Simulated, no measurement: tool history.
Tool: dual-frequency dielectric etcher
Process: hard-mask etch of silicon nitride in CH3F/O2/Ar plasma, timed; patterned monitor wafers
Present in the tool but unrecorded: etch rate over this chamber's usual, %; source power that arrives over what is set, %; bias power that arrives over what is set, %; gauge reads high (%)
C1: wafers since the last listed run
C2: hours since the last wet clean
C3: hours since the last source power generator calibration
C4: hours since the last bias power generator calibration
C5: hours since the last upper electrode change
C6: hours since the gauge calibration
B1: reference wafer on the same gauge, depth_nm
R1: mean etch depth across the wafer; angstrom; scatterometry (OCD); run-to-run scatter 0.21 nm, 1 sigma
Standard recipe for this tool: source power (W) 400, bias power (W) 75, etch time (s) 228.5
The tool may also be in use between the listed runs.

Run 1, hour 0: usual settings but bias power (W) 84; C1 0; C2 197.6; C3 2144.3; C4 1490.1; C5 2281.4; C6 53.3; B1 162. Result: R1 1448 angstrom.
Run 2, hour 15.4: usual settings but bias power (W) 84; C1 89; C2 213; C3 2159.7; C4 1505.5; C5 2296.8; C6 68.7; B1 162. Result: R1 1446 angstrom.
Run 3, hour 47.5: usual settings but bias power (W) 84; C1 186; C2 245.1; C3 2191.8; C4 1537.6; C5 2328.9; C6 100.8; B1 162. Result: R1 1442 angstrom.
Run 4, hour 73.8: usual settings; C1 152; C2 271.4; C3 2218.1; C4 1563.9; C5 2355.2; C6 127.1; B1 162. Result: R1 1397 angstrom.
Run 5, hour 96.4: usual settings but source power (W) 460; C1 131; C2 294; C3 2240.7; C4 1586.5; C5 2377.8; C6 149.7; B1 162. Result: R1 1449 angstrom.
Run 6, hour 117.9: usual settings but source power (W) 460; C1 124; C2 315.5; C3 2262.2; C4 1608; C5 2399.3; C6 171.2; B1 162.1. Result: R1 1446 angstrom.
Run 7, hour 148.6: usual settings but etch time (s) 176; C1 178; C2 346.2; C3 2292.9; C4 1638.7; C5 2430; C6 201.9; B1 161.9. Result: R1 1069 angstrom.
At hour 173.4: bias power generator calibrated.
Run 8, hour 181.4: usual settings but etch time (s) 176; C1 167; C2 379; C3 2325.7; C4 8; C5 2462.8; C6 234.7; B1 162. Result: R1 1066 angstrom.
At hour 207.6: wet clean of the chamber.
Run 9, hour 208.1: usual settings but etch time (s) 176; C1 15; C2 0.5; C3 2352.4; C4 34.7; C5 2489.5; C6 261.4; B1 162. Result: R1 1091 angstrom.
At hour 213.7: source power generator calibrated.
Run 10, hour 239.3: usual settings; C1 157; C2 31.7; C3 25.6; C4 65.9; C5 2520.7; C6 292.6; B1 162. Result: R1 1410 angstrom.
At hour 240.5: gauge calibrated.
Run 11, hour 254.6: usual settings; C1 88; C2 47; C3 40.9; C4 81.2; C5 2536; C6 14.1; B1 162. Result: R1 1411 angstrom.
At hour 284.4: upper electrode replaced.
Run 12, hour 284.9: usual settings but source power (W) 470, bias power (W) 92, etch time (s) 292.5; C1 36; C2 77.3; C3 71.2; C4 111.5; C5 0.5; C6 44.4; B1 162. Result: R1 2006 angstrom.
Run 13, hour 299.3: usual settings but source power (W) 430, bias power (W) 86, etch time (s) 166; C1 83; C2 91.7; C3 85.6; C4 125.9; C5 14.9; C6 58.8; B1 162.1. Result: R1 1087 angstrom.
Run 14, hour 332.4: usual settings but source power (W) 490, bias power (W) 92, etch time (s) 262.5; C1 192; C2 124.8; C3 118.7; C4 159; C5 48; C6 91.9; B1 162. Result: R1 1816 angstrom.

Forecast run 15:
Run 15, hour 365.8: usual settings but source power (W) 460, bias power (W) 68, etch time (s) 288.5; C1 193; C2 158.2; C3 152.1; C4 192.4; C5 81.4; C6 125.3; B1 ?. Result: R1 ?.

B1: 162
R1: 1795 angstrom
The same run, on a tool lacking any hidden state, would have yielded R1 1808 angstrom.
